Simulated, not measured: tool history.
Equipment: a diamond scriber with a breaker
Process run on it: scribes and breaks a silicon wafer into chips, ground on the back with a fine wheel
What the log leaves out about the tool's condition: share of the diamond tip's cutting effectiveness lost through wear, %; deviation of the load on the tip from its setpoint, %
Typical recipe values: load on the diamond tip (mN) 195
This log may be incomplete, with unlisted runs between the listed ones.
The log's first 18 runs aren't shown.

run    hour  load on the diamond tip (mN)  wafers since the last listed run  hours since the diamond tip was replaced  hours since the load on the tip was calibrated  incoming depth of the damage left on the back of the incoming wafer, um  depth of the median crack under the scribed line (nm)  chips rejected at inspection after the break (%)
 19   932.1                           164                               108                                     136.1                                           348.8                                                                     2.12                                                   7310                                              5.44
 20   980.8                           174                               103                                     184.8                                           397.5                                                                      1.7                                                   7870                                              4.51
 21  1029.5                           195                               103                                     233.5                                           446.2                                                                     2.39                                                   8170                                              4.51
 22  1081.8                           244                               111                                     285.8                                           498.5                                                                      2.3                                                   9140                                              3.49
 23  1108.4                           162                                56                                     312.4                                           525.1                                                                     2.75                                                   7260                                             10.46
 24  1139.9                           227                                67                                     343.9                                           556.6                                                                     1.59                                                   8950                                              2.01
 25  1207.6                           252                               144                                     411.6                                           624.3                                                                     2.24                                                   9120                                              3.83
 26    1274                           140                               141                                       478                                           690.7                                                                     2.89                                                   6880                                             14.98
 27  1298.1                           225                                51                                     502.1                                           714.8                                                                     1.79                                                   8880                                              2.22
 28    1352                           158                               114                                       556                                           768.7                                                                      2.4                                                   7440                                              8.16
 29    1392                           195                                85                                       596                                           808.7                                                                     2.33                                                   8020                                               4.7
 30  1449.1                           153                               121                                     653.1                                           865.8                                                                     2.88                                                   7370                                             12.71
 31  1476.2                           195                                57                                     680.2                                           892.9                                                                     2.86                                                   8120                                               6.1
 32  1509.8                           247                                71                                     713.8                                           926.5                                                                     1.83                                                   9270                                              2.88
     1516.1  -- diamond tip replaced by a new one
 33  1542.7                           177                                65                                      26.6                                           959.4                                                                     1.82                                                   8540                                              2.66
 34  1612.3                           175                               148                                      96.2                                            1029                                                                     2.78                                                   8110                                               6.2
 35    1671                           195                               125                                     154.9                                          1087.7                                                                     2.35                                                   8560                                              3.42
 36  1704.7                           176                                71                                     188.6                                          1121.4                                                                     2.41                                                   8160                                              4.73
 37  1742.6                           142                                80                                     226.5                                          1159.3                                                                     2.01                                                   7210                                              6.76
 38  1777.5                           228                                74                                     261.4                                          1194.2                                                                     1.75                                                   9590                                              3.08

Predict each of these 3 candidate next runs independently; none follows another, all start after run 38:
  A  1778.1                           195                                 1                                       262                                          1194.8                                                                     2.32                                                      ?                                                 ?
  B  1778.1                           215                                 1                                       262                                          1194.8                                                                     2.32                                                      ?                                                 ?
  C  1778.1                           217                                 1                                       262                                          1194.8                                                                     2.32                                                      ?                                                 ?

run  depth of the median crack under the scribed line (nm)  chips rejected at inspection after the break (%)
  A                                                   8560                                              3.85
  B                                                   9050                                              3.57
  C                                                   9100                                              3.59
The same runs, with their run-to-run variation unchanged, on a tool lacking any hidden condition would have given:
run  depth of the median crack under the scribed line (nm)  chips rejected at inspection after the break (%)
  A                                                   8790                                              3.62
  B                                                   9290                                              3.71
  C                                                   9340                                              3.76
